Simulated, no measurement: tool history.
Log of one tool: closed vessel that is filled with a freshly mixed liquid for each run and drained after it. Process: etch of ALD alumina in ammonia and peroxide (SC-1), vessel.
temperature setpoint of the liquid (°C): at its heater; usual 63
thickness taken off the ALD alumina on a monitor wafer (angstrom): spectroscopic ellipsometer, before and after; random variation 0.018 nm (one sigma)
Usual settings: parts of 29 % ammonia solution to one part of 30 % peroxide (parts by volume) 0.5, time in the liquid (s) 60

run    hour  temperature setpoint of the liquid (°C)  parts of 29 % ammonia solution to one part of 30 % peroxide (parts by volume)  time in the liquid (s)  wafers since the last listed run  hours since the thermometer was replaced  hours since the ammonia flow meter was replaced  hours since the drum of ammonia solution was connected  hours since the gauge calibration  read-back film thickness of the ALD alumina reference wafer, read on the same gauge (nm)  thickness taken off the ALD alumina on a monitor wafer (angstrom)
  1       0                                       63                                                                            0.5                      60                                 0                                    1347.6                                            460.7                                                   122.2                              502.1                                                                                    120.02                                                               74.5
  2    41.3                                       63                                                                            0.5                      60                              3432                                    1388.9                                              502                                                   163.5                              543.4                                                                                       120                                                               74.5
  3    93.7                                       63                                                                            0.5                      60                              4355                                    1441.3                                            554.4                                                   215.9                              595.8                                                                                    120.01                                                               74.4
  4   151.4                                       63                                                                            0.5                      60                              4795                                      1499                                            612.1                                                   273.6                              653.5                                                                                    120.02                                                               74.5
  5   214.2                                       63                                                                            0.5                      60                              5219                                    1561.8                                            674.9                                                   336.4                              716.3                                                                                    120.02                                                               74.3
  6   255.5                                       63                                                                            0.5                      60                              3432                                    1603.1                                            716.2                                                   377.7                              757.6                                                                                       120                                                               74.2
  7   297.2                                       63                                                                            0.5                      60                              3465                                    1644.8                                            757.9                                                   419.4                              799.3                                                                                    119.96                                                               74.3
      476.4  -- new drum of ammonia solution connected
  8   476.9                                       63                                                                            0.5                      85                             14852                                    1824.5                                            937.6                                                     0.5                                979                                                                                    119.99                                                              105.4
  9   568.3                                       63                                                                            0.5                      40                              7596                                    1915.9                                             1029                                                    91.9                             1070.4                                                                                    120.03                                                               49.4
      589.3  -- ammonia flow meter replaced
      605.1  -- gauge calibrated
 10   633.7                                       63                                                                            0.5                      60                              5352                                    1981.3                                             44.4                                                   157.3                               28.6                                                                                    119.97                                                               74.8
 11   696.6                                       63                                                                            0.5                      60                              5227                                    2044.2                                            107.3                                                   220.2                               91.5                                                                                       120                                                               75.2
 12   757.2                                       63                                                                            0.5                      60                              5036                                    2104.8                                            167.9                                                   280.8                              152.1                                                                                    120.02                                                                 75
 13   954.9                                     54.5                                                                           0.75                      80                             16431                                    2302.5                                            365.6                                                   478.5                              349.8                                                                                    120.04                                                               66.9
 14  1009.5                                       59                                                                           0.35                      95                              4538                                    2357.1                                            420.2                                                   533.1                              404.4                                                                                       120                                                               93.7
 15  1076.3                                     69.5                                                                            0.5                      35                              5552                                    2423.9                                              487                                                   599.9                              471.2                                                                                    119.96                                                               60.2
     1078.6  -- thermometer replaced
 16  1136.5                                       63                                                                            0.7                      60                              4920                                      57.9                                            547.2                                                   660.1                              531.4                                                                                    120.01                                                               75.7
 17  1174.3                                       70                                                                           0.25                      95                              3141                                      95.7                                              585                                                   697.9                              569.2                                                                                    120.01                                                              153.3
     1175.7  -- new drum of ammonia solution connected
 18  1381.1                                     69.5                                                                           0.35                      30                             17105                                     302.5                                            791.8                                                   205.4                                776                                                                                    119.99                                                               48.9
 19  1423.1                                       70                                                                           0.25                      95                              3490                                     344.5                                            833.8                                                   247.4                                818                                                                                    120.01                                                                153
 20  1451.2                                       63                                                                            0.6                      60                              2335                                     372.6                                            861.9                                                   275.5                              846.1                                                                                    120.01                                                               74.7
 21  1476.6                                     53.5                                                                            0.4                      70                              2111                                       398                                            887.3                                                   300.9                              871.5                                                                                    120.01                                                               51.1

3 ways to go on from here, each from the tool as it stands after run 21. What would each give?
  A  1477.3                                       63                                                                            0.5                      60                                58                                     398.7                                              888                                                   301.6                              872.2                                                                                         ?                                                                  ?
  B  1477.3                                       70                                                                            0.6                      60                                58                                     398.7                                              888                                                   301.6                              872.2                                                                                         ?                                                                  ?
  C  1477.3                                       70                                                                           0.35                      85                                58                                     398.7                                              888                                                   301.6                              872.2                                                                                         ?                                                                  ?

run  read-back film thickness of the ALD alumina reference wafer, read on the same gauge (nm)  thickness taken off the ALD alumina on a monitor wafer (angstrom)
  A                                                                                       120                                                               73.1
  B                                                                                       120                                                              104.9
  C                                                                                       120                                                              141.3
Without the tool's hidden state the same runs would have given:
run  thickness taken off the ALD alumina on a monitor wafer (angstrom)
  A                                                               73.7
  B                                                              105.7
  C                                                              142.3

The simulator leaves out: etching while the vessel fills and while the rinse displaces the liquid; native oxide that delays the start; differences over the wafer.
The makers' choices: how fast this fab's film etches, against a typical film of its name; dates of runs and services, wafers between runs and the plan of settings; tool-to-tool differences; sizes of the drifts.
